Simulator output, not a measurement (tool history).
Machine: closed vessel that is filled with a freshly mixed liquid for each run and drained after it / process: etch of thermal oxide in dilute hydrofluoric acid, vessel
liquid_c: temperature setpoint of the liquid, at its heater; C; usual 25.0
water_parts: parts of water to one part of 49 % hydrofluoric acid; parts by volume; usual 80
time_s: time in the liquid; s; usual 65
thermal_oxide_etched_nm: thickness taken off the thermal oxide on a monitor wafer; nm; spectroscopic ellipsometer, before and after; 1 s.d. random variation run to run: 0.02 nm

run   hour  liquid_c  water_parts  time_s  wafers since the last listed run  hours since the thermometer was replaced  hours since the hydrofluoric acid flow meter was replaced  hours since the gauge calibration  read-back film thickness of the thermal oxide reference wafer, read on the same gauge (nm)  thermal_oxide_etched_nm
  1    0.0      25.0           80      65                                 0                                    2595.4                                                      165.8                              309.6                                                                                     119.968                    3.437
  2   27.3      23.5           80      65                              3121                                    2622.7                                                      193.1                              336.9                                                                                     120.017                    3.229
  3   41.8      22.0           80      75                              1657                                    2637.2                                                      207.6                              351.4                                                                                     120.007                    3.479
      47.8  -- gauge calibrated
  4   75.3      22.0           80      75                              3830                                    2670.7                                                      241.1                               27.5                                                                                     120.033                    3.475
  5  105.8      22.0           80      75                              3487                                    2701.2                                                      271.6                               58.0                                                                                     119.972                    3.501
  6  129.9      25.0           80      65                              2755                                    2725.3                                                      295.7                               82.1                                                                                     120.006                    3.427
  7  144.3      25.0           80      65                              1646                                    2739.7                                                      310.1                               96.5                                                                                     119.942                    3.421
  8  160.2      25.0           80      65                              1818                                    2755.6                                                      326.0                              112.4                                                                                     120.056                    3.439
  9  183.8      25.0           80      65                              2698                                    2779.2                                                      349.6                              136.0                                                                                     120.037                    3.430
 10  207.2      25.0           80      65                              2675                                    2802.6                                                      373.0                              159.4                                                                                     119.988                    3.418
 11  223.4      25.0           80      65                              1852                                    2818.8                                                      389.2                              175.6                                                                                     119.974                    3.425
 12  238.2      25.0           65     100                              1692                                    2833.6                                                      404.0                              190.4                                                                                     119.956                    6.531
     253.3  -- hydrofluoric acid flow meter replaced
     254.8  -- thermometer replaced
 13  343.2      25.0           80      65                             11777                                      88.4                                                       89.9                              295.4                                                                                     119.991                    3.819
     356.4  -- gauge calibrated
 14  361.0      25.0           80      85                              2035                                     106.2                                                      107.7                                4.6                                                                                     119.960                    4.995
 15  379.6      25.0           80      65                              2126                                     124.8                                                      126.3                               23.2                                                                                     119.991                    3.782
 16  401.0      25.0           60      80                              2446                                     146.2                                                      147.7                               44.6                                                                                     120.029                    6.426
 17  433.4      22.0           40     105                              3704                                     178.6                                                      180.1                               77.0                                                                                     120.003                   11.375
 18  467.9      25.0           55      35                              3944                                     213.1                                                      214.6                              111.5                                                                                     119.980                    3.071
 19  493.4      25.0          110     100                              2915                                     238.6                                                      240.1                              137.0                                                                                     119.961                    4.102
 20  507.2      26.5           70      30                              1577                                     252.4                                                      253.9                              150.8                                                                                     120.004                    2.155
 21  528.4      20.5           40      35                              2424                                     273.6                                                      275.1                              172.0                                                                                     120.058                    3.546

Forecast each of these 5 alternatives for the next run:
  A  529.1      25.0           80      40                                80                                     274.3                                                      275.8                              172.7                                                                                           ?                        ?
  B  529.1      29.5           80      45                                80                                     274.3                                                      275.8                              172.7                                                                                           ?                        ?
  C  529.1      29.5           50     100                                80                                     274.3                                                      275.8                              172.7                                                                                           ?                        ?
  D  529.1      23.0           55      50                                80                                     274.3                                                      275.8                              172.7                                                                                           ?                        ?
  E  529.1      23.0           50      80                                80                                     274.3                                                      275.8                              172.7                                                                                           ?                        ?

run  read-back film thickness of the thermal oxide reference wafer, read on the same gauge (nm)  thermal_oxide_etched_nm
  A                                                                                     119.983                    2.332
  B                                                                                     119.983                    3.129
  C                                                                                     119.983                   11.630
  D                                                                                     119.983                    4.036
  E                                                                                     119.983                    7.150
With the hidden condition removed and each run's random variation left untouched, the same runs would have given:
run  thermal_oxide_etched_nm
  A                    2.356
  B                    3.161
  C                   11.749
  D                    4.080
  E                    7.227

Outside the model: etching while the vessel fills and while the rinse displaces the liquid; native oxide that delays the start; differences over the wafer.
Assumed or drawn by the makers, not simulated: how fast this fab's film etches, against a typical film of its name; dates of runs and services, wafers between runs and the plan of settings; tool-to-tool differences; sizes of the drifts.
